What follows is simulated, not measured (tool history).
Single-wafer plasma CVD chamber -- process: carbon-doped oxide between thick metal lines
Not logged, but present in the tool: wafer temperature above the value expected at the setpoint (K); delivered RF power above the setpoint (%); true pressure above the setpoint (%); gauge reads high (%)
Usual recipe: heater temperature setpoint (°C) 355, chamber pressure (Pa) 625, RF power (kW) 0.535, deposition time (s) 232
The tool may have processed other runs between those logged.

run,day,heater temperature setpoint (°C),chamber pressure (Pa),RF power (kW),deposition time (s),wafers since the last listed run,hours since the last thermocouple change,hours since the last RF generator calibration,hours since the last manometer calibration,hours since the showerhead was replaced,hours since the gauge calibration,"read-back reference wafer on the same gauge, thickness_nm",mean film thickness on the monitor wafer (angstrom)
1,0.000,355,625,0.535,232,0,858.7,1311.5,532.9,2807.2,584.2,1140.487,12354.58
2,2.179,355,625,0.535,232,257,911.0,1363.8,585.2,2859.5,636.5,1139.898,12338.87
3,4.433,355,625,0.535,232,266,965.1,1417.9,639.3,2913.6,690.6,1139.594,12316.74
4,6.604,355,625,0.535,232,256,1017.2,1470.0,691.4,2965.7,742.7,1140.177,12330.12
5,8.550,355,564,0.535,232,230,1063.9,1516.7,738.1,3012.4,789.4,1140.848,12161.48
6,10.317,355,564,0.535,232,208,1106.3,1559.1,780.5,3054.8,831.8,1140.281,12184.87
# day 12.112: gauge calibrated
7,12.704,355,564,0.535,232,282,1163.6,1616.4,837.8,3112.1,14.2,1140.023,12095.04
8,14.967,355,625,0.535,232,267,1217.9,1670.7,892.1,3166.4,68.5,1139.226,12258.00
# day 15.612: showerhead replaced
9,16.696,355,625,0.535,232,165,1259.4,1712.2,933.6,26.0,110.0,1140.750,12210.63
10,19.079,355,625,0.535,232,281,1316.6,1769.4,990.8,83.2,167.2,1139.559,12157.55
11,21.196,355,625,0.535,232,250,1367.4,1820.2,1041.6,134.0,218.0,1140.505,12255.29
# day 23.038: capacitance manometer re-zeroed and calibrated
# day 23.067: RF generator calibrated
12,23.088,366,625,0.535,264,180,1412.8,0.5,1.2,179.4,263.4,1139.950,14551.62
# day 24.133: thermocouple changed; heater temperature recalibrated
13,24.600,355,725,0.610,232,139,11.2,36.8,37.5,215.7,299.7,1139.964,14422.79
14,26.025,345,533,0.535,232,168,45.4,71.0,71.7,249.9,333.9,1139.696,13134.66
15,27.738,355,625,0.535,191,202,86.5,112.1,112.8,291.0,375.0,1140.276,10572.30
16,30.608,351,729,0.480,232,339,155.4,181.0,181.7,359.9,443.9,1139.169,12014.66
17,32.492,359,571,0.500,268,222,200.6,226.2,226.9,405.1,489.1,1139.464,13901.26
18,34.038,355,625,0.635,232,182,237.7,263.3,264.0,442.2,526.2,1140.717,14568.30
19,35.688,355,625,0.620,268,195,277.3,302.9,303.6,481.8,565.8,1139.502,16578.67
20,37.796,347,479,0.500,258,249,327.9,353.5,354.2,532.4,616.4,1140.014,13410.43
21,39.971,355,625,0.535,232,257,380.1,405.7,406.4,584.6,668.6,1141.052,12708.36

What if the next run were any one of these 5? Each begins from the tool's condition after run 21:
A,39.992,355,625,0.535,278,2,380.6,406.2,406.9,585.1,669.1,?,?
B,39.992,340,735,0.485,274,2,380.6,406.2,406.9,585.1,669.1,?,?
C,39.992,351,525,0.600,204,2,380.6,406.2,406.9,585.1,669.1,?,?
D,39.992,355,625,0.600,232,2,380.6,406.2,406.9,585.1,669.1,?,?
E,39.992,355,729,0.535,264,2,380.6,406.2,406.9,585.1,669.1,?,?

run,"read-back reference wafer on the same gauge, thickness_nm",mean film thickness on the monitor wafer (angstrom)
A,1139.167,15207.18
B,1139.167,14510.24
C,1139.167,12125.39
D,1139.167,13855.68
E,1139.167,14637.82
Stripped of hidden state, with their random variation kept, the same runs would have yielded:
run,mean film thickness on the monitor wafer (angstrom)
A,15667.03
B,14977.18
C,12480.51
D,14261.47
E,15080.46
